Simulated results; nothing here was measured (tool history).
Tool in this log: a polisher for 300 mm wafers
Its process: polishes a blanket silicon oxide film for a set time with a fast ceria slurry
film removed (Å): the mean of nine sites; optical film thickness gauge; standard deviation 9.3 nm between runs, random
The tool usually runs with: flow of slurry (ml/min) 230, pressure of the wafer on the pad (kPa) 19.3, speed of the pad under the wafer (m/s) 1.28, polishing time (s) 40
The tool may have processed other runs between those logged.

run	hour	flow of slurry (ml/min)	pressure of the wafer on the pad (kPa)	speed of the pad under the wafer (m/s)	polishing time (s)	incoming thickness of the incoming film, nm	film removed (Å)
1	0	230	19.3	1.28	40	2305.2	8737
2	10.4	230	19.3	1.28	40	2320.8	8800
# hour 59.5: worn pad replaced by a new one
3	60	230	19.3	1.28	40	2326.7	8640
4	63.7	230	19.3	1.28	40	2374.7	8757
5	77	230	19.3	1.28	40	2317	8624
6	91.2	230	19.3	1.28	40	2333.7	8698
# hour 124.1: worn pad replaced by a new one
7	125.4	230	19.3	1.28	40	2324.5	8728
8	139.6	230	19.3	1.28	40	2314.4	8462
9	152.5	185	25.5	1.72	33	2350.6	11932
10	166.5	230	19.3	1.28	40	2287.7	8409
11	183.7	170	15.2	1.28	40	2325.9	6080
# hour 186.1: head pressure recalibrated
# hour 199.9: worn pad replaced by a new one
12	200.4	230	24.1	1.6	29	2358.1	9445
13	208.3	230	19.3	1.28	40	2325.3	8258
# hour 211: slurry nozzle cleaned
14	258.6	230	15.9	1.28	44	2343.8	8254
# hour 264.3: worn pad replaced by a new one
15	269.7	230	16.5	1.28	27	2329	5364
16	275.7	170	13.8	1.28	40	2294.1	6176

Consider 4 possible next runs. They are alternatives, not a sequence: every one starts from the tool as it was left by run 16. What does each give?
A	276.1	230	19.3	1.46	40	2316.9	?
B	276.1	305	12.4	1.02	36	2316.9	?
C	276.1	160	22.8	1.28	44	2316.9	?
D	276.1	185	22.8	1.28	40	2316.9	?

run	film removed (Å)
A	10295
B	4293
C	11039
D	10303
Had the tool no hidden state, the same runs would have come out as:
run	film removed (Å)
A	10306
B	4296
C	11057
D	10317
